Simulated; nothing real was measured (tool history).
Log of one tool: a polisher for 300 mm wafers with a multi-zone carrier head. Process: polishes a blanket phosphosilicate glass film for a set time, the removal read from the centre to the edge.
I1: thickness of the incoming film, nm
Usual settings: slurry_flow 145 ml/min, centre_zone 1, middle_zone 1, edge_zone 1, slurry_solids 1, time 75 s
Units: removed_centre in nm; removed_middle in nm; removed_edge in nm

{"run": 1, "hour": 0.0, "slurry_flow": 145, "centre_zone": 1, "middle_zone": 1, "edge_zone": 1, "slurry_solids": 1, "time": 75, "I1": 2581.4, "removed_centre": 678.8, "removed_middle": 698.4, "removed_edge": 686.2}
{"run": 2, "hour": 28.3, "slurry_flow": 175, "centre_zone": 1, "middle_zone": 1, "edge_zone": 1, "slurry_solids": 1, "time": 75, "I1": 2624.3, "removed_centre": 700.4, "removed_middle": 719.8, "removed_edge": 682}
{"run": 3, "hour": 41.0, "slurry_flow": 175, "centre_zone": 1, "middle_zone": 1, "edge_zone": 1, "slurry_solids": 1, "time": 75, "I1": 2621.6, "removed_centre": 714.2, "removed_middle": 722.5, "removed_edge": 678.3}
{"hour": 66.7, "done": "worn pad replaced by a new one"}
{"run": 4, "hour": 67.7, "slurry_flow": 145, "centre_zone": 1, "middle_zone": 1, "edge_zone": 1, "slurry_solids": 1, "time": 75, "I1": 2585.6, "removed_centre": 687.9, "removed_middle": 694.5, "removed_edge": 671}
{"run": 5, "hour": 95.5, "slurry_flow": 145, "centre_zone": 1, "middle_zone": 1, "edge_zone": 1, "slurry_solids": 1, "time": 75, "I1": 2620.8, "removed_centre": 699.5, "removed_middle": 697.9, "removed_edge": 667.7}
{"run": 6, "hour": 124.6, "slurry_flow": 145, "centre_zone": 1, "middle_zone": 1, "edge_zone": 1, "slurry_solids": 1, "time": 75, "I1": 2557.2, "removed_centre": 693.4, "removed_middle": 694.6, "removed_edge": 669.6}
{"run": 7, "hour": 150.0, "slurry_flow": 155, "centre_zone": 1, "middle_zone": 1, "edge_zone": 1, "slurry_solids": 1, "time": 75, "I1": 2571.3, "removed_centre": 696.9, "removed_middle": 697.9, "removed_edge": 669.9}
{"hour": 171.4, "done": "carrier head's membrane replaced by a new one"}
{"run": 8, "hour": 180.8, "slurry_flow": 145, "centre_zone": 1, "middle_zone": 1, "edge_zone": 1, "slurry_solids": 1, "time": 75, "I1": 2587.8, "removed_centre": 699.5, "removed_middle": 688.1, "removed_edge": 659.6}
{"run": 9, "hour": 206.8, "slurry_flow": 145, "centre_zone": 1, "middle_zone": 1.09, "edge_zone": 1, "slurry_solids": 1, "time": 75, "I1": 2640.2, "removed_centre": 681, "removed_middle": 752.3, "removed_edge": 660.5}
{"hour": 215.1, "done": "worn pad replaced by a new one"}
{"hour": 219.0, "done": "edge zone pressure recalibrated"}
{"run": 10, "hour": 240.1, "slurry_flow": 105, "centre_zone": 1, "middle_zone": 0.89, "edge_zone": 1, "slurry_solids": 1, "time": 75, "I1": 2584, "removed_centre": 632.3, "removed_middle": 603.6, "removed_edge": 647.1}
{"hour": 281.4, "done": "centre zone pressure recalibrated"}
{"hour": 308.5, "done": "slurry nozzle cleaned"}
{"run": 11, "hour": 327.4, "slurry_flow": 145, "centre_zone": 1.05, "middle_zone": 0.96, "edge_zone": 1, "slurry_solids": 1, "time": 75, "I1": 2599.1, "removed_centre": 722.2, "removed_middle": 685.5, "removed_edge": 648.4}
{"run": 12, "hour": 349.3, "slurry_flow": 125, "centre_zone": 0.95, "middle_zone": 1, "edge_zone": 1, "slurry_solids": 1, "time": 75, "I1": 2561.8, "removed_centre": 637, "removed_middle": 671.6, "removed_edge": 657.2}
{"run": 13, "hour": 374.8, "slurry_flow": 145, "centre_zone": 1, "middle_zone": 1.04, "edge_zone": 1, "slurry_solids": 1, "time": 75, "I1": 2603.3, "removed_centre": 679.1, "removed_middle": 716.8, "removed_edge": 667.9}
{"hour": 390.1, "done": "worn pad replaced by a new one"}
{"run": 14, "hour": 393.8, "slurry_flow": 145, "centre_zone": 1, "middle_zone": 1, "edge_zone": 1, "slurry_solids": 1, "time": 75, "I1": 2583.9, "removed_centre": 676.9, "removed_middle": 692.5, "removed_edge": 662.6}
{"run": 15, "hour": 408.1, "slurry_flow": 115, "centre_zone": 1, "middle_zone": 1, "edge_zone": 0.97, "slurry_solids": 1.1, "time": 57, "I1": 2579.5, "removed_centre": 508.5, "removed_middle": 528.9, "removed_edge": 504.8}

5 ways to go on from here, each from the tool as it stands after run 15. What would each give?
{"run": "A", "hour": 408.5, "slurry_flow": 145, "centre_zone": 1, "middle_zone": 1, "edge_zone": 1.08, "slurry_solids": 1, "time": 75, "I1": 2562.1, "removed_centre": "?", "removed_middle": "?", "removed_edge": "?"}
{"run": "B", "hour": 408.5, "slurry_flow": 170, "centre_zone": 1, "middle_zone": 0.92, "edge_zone": 1, "slurry_solids": 1, "time": 75, "I1": 2562.1, "removed_centre": "?", "removed_middle": "?", "removed_edge": "?"}
{"run": "C", "hour": 408.5, "slurry_flow": 145, "centre_zone": 0.88, "middle_zone": 1, "edge_zone": 1, "slurry_solids": 1, "time": 95, "I1": 2562.1, "removed_centre": "?", "removed_middle": "?", "removed_edge": "?"}
{"run": "D", "hour": 408.5, "slurry_flow": 145, "centre_zone": 1, "middle_zone": 1, "edge_zone": 1.09, "slurry_solids": 1, "time": 75, "I1": 2562.1, "removed_centre": "?", "removed_middle": "?", "removed_edge": "?"}
{"run": "E", "hour": 408.5, "slurry_flow": 130, "centre_zone": 1, "middle_zone": 1, "edge_zone": 1.08, "slurry_solids": 1, "time": 75, "I1": 2562.1, "removed_centre": "?", "removed_middle": "?", "removed_edge": "?"}

run=A removed_centre=675.1 removed_middle=698.6 removed_edge=687.4
run=B removed_centre=695.5 removed_middle=678.8 removed_edge=684.8
run=C removed_centre=779.4 removed_middle=885.4 removed_edge=850.1
run=D removed_centre=675.1 removed_middle=698.6 removed_edge=689.4
run=E removed_centre=659.6 removed_middle=684.5 removed_edge=677.5
Without the tool's hidden state the same runs would have given:
run=A removed_centre=675.1 removed_middle=698.6 removed_edge=687.4
run=B removed_centre=695.5 removed_middle=678.8 removed_edge=684.8
run=C removed_centre=779.4 removed_middle=885.4 removed_edge=850.1
run=D removed_centre=675.1 removed_middle=698.6 removed_edge=689.4
run=E removed_centre=659.6 removed_middle=684.5 removed_edge=677.5

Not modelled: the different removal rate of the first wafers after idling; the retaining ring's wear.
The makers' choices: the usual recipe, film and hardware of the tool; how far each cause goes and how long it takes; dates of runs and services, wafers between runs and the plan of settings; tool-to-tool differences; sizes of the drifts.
